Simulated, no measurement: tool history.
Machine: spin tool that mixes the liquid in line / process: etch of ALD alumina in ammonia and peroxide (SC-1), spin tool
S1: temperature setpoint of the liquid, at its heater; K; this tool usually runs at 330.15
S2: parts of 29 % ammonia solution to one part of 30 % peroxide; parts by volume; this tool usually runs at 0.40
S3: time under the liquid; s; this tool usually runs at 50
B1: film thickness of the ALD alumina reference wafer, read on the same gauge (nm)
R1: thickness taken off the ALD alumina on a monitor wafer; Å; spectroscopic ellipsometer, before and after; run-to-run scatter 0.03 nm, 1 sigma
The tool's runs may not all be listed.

| run | hour | S1 | S2 | S3 | B1 | R1 |
|---|---|---|---|---|---|---|
| 1 | 0.0 | 336.15 | 0.40 | 30 | 149.995 | 34.23 |
| 2 | 10.0 | 330.15 | 0.50 | 50 | 150.034 | 42.61 |
|  | 39.7 | thermometer replaced |
| 3 | 40.2 | 332.65 | 0.40 | 50 | 150.013 | 47.67 |
|  | 50.9 | gauge calibrated |
| 4 | 56.2 | 332.65 | 0.40 | 50 | 150.002 | 47.75 |
| 5 | 67.2 | 330.15 | 0.40 | 50 | 150.005 | 41.46 |
| 6 | 73.7 | 330.15 | 0.40 | 50 | 150.022 | 41.55 |
|  | 77.5 | new drum of ammonia solution connected |
| 7 | 86.6 | 330.15 | 0.40 | 25 | 150.008 | 20.71 |
| 8 | 99.9 | 330.15 | 0.60 | 50 | 150.015 | 42.68 |
| 9 | 105.9 | 330.15 | 0.40 | 40 | 149.985 | 33.33 |
| 10 | 112.0 | 330.15 | 0.55 | 70 | 149.995 | 59.07 |
|  | 126.4 | ammonia flow meter replaced |
| 11 | 126.9 | 330.15 | 0.40 | 50 | 150.015 | 41.15 |
| 12 | 135.3 | 339.15 | 0.55 | 60 | 149.990 | 81.19 |
| 13 | 146.3 | 321.65 | 0.60 | 50 | 149.981 | 26.31 |
| 14 | 156.4 | 330.15 | 0.40 | 50 | 150.012 | 40.99 |
| 15 | 166.5 | 330.15 | 0.40 | 50 | 149.997 | 40.81 |
| 16 | 177.3 | 330.15 | 0.40 | 50 | 150.009 | 40.95 |
|  | 183.7 | heated supply line repaired |
| 17 | 191.6 | 327.15 | 0.60 | 50 | 149.972 | 43.54 |
| 18 | 199.1 | 330.15 | 0.25 | 50 | 149.996 | 46.61 |
| 19 | 211.9 | 322.15 | 0.30 | 50 | 150.001 | 31.37 |
| 20 | 224.3 | 335.15 | 0.50 | 75 | 150.011 | 97.41 |
| 21 | 239.6 | 321.15 | 0.20 | 75 | 150.008 | 42.02 |
| 22 | 257.0 | 339.15 | 0.40 | 25 | 149.996 | 38.64 |
| 23 | 271.4 | 324.15 | 0.40 | 75 | 149.980 | 53.00 |
| 24 | 278.8 | 330.15 | 0.40 | 35 | 150.013 | 34.13 |
| 25 | 291.7 | 330.15 | 0.55 | 50 | 150.001 | 50.51 |

Results for each run, recomputed without the tool's hidden state and with each run's random variation untouched:
Hidden state at play: liquid colder than its thermometer reads (K); ammonia flow below the setpoint (%); temperature lost on the way to the wafer (K); ammonia solution weaker than its label (%); gauge reads high (%).
| run | R1 |
|---|---|
| 1 | 40.88 |
| 2 | 51.32 |
| 3 | 57.45 |
| 4 | 57.64 |
| 5 | 50.30 |
| 6 | 50.43 |
| 7 | 25.18 |
| 8 | 51.97 |
| 9 | 40.60 |
| 10 | 72.03 |
| 11 | 50.27 |
| 12 | 98.09 |
| 13 | 32.61 |
| 14 | 50.26 |
| 15 | 50.09 |
| 16 | 50.32 |
| 17 | 44.42 |
| 18 | 47.58 |
| 19 | 32.09 |
| 20 | 99.61 |
| 21 | 43.16 |
| 22 | 39.64 |
| 23 | 54.62 |
| 24 | 35.15 |
| 25 | 52.10 |

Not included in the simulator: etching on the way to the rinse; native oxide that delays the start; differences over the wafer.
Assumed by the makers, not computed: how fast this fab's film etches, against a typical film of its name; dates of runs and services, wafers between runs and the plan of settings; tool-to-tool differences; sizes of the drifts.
